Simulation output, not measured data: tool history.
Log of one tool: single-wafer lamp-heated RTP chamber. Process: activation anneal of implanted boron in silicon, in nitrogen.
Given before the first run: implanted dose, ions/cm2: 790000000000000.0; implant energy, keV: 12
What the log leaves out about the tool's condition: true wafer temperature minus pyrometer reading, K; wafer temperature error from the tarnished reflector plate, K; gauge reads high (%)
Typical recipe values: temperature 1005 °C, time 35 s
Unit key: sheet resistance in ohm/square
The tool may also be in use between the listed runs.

run,hour,temperature,time,wafers since the last listed run,wafers since the last pyrometer calibration,wafers since the reflector plate was cleaned,hours since the gauge calibration,"read-back reference wafer on the same gauge, sheet resistance",sheet resistance
1,0.0,1005,35,0,2827,3939,43.3,127.97,149.17
2,12.6,1005,35,213,3040,4153,55.9,128.00,148.77
3,20.6,1005,35,135,3176,4289,63.9,127.93,149.07
4,37.5,1005,35,286,3462,4575,80.8,127.97,149.15
# hour 51.9: gauge calibrated
5,52.8,1005,41,259,3722,4834,0.9,128.03,148.14
6,66.7,1005,29,235,3957,5070,14.8,128.04,149.13
7,78.1,1005,44,193,4151,5263,26.2,127.92,147.93
8,84.9,982,49,115,4266,5378,33.0,128.00,151.87
9,99.4,1005,35,245,4512,5624,47.5,127.95,148.73
10,110.5,1028,50,188,4700,5812,58.6,128.02,144.75
# hour 125.9: reflector plate cleaned
# hour 128.6: pyrometer window cleaned and pyrometer calibrated
11,129.1,1005,35,132,8,8,77.2,127.97,150.48
12,134.6,1019,15,93,101,101,82.7,127.98,150.26
13,151.9,1005,51,293,394,394,100.0,128.01,148.50
# hour 160.5: gauge calibrated
14,167.8,980,52,269,664,664,7.3,128.00,154.70

Per-run results on a tool with no hidden state, each run keeping its own random variation:
run,sheet resistance
1,150.78
2,150.43
3,150.75
4,150.88
5,149.91
6,150.94
7,149.77
8,155.91
9,150.56
10,146.10
11,150.54
12,150.39
13,149.02
14,156.49
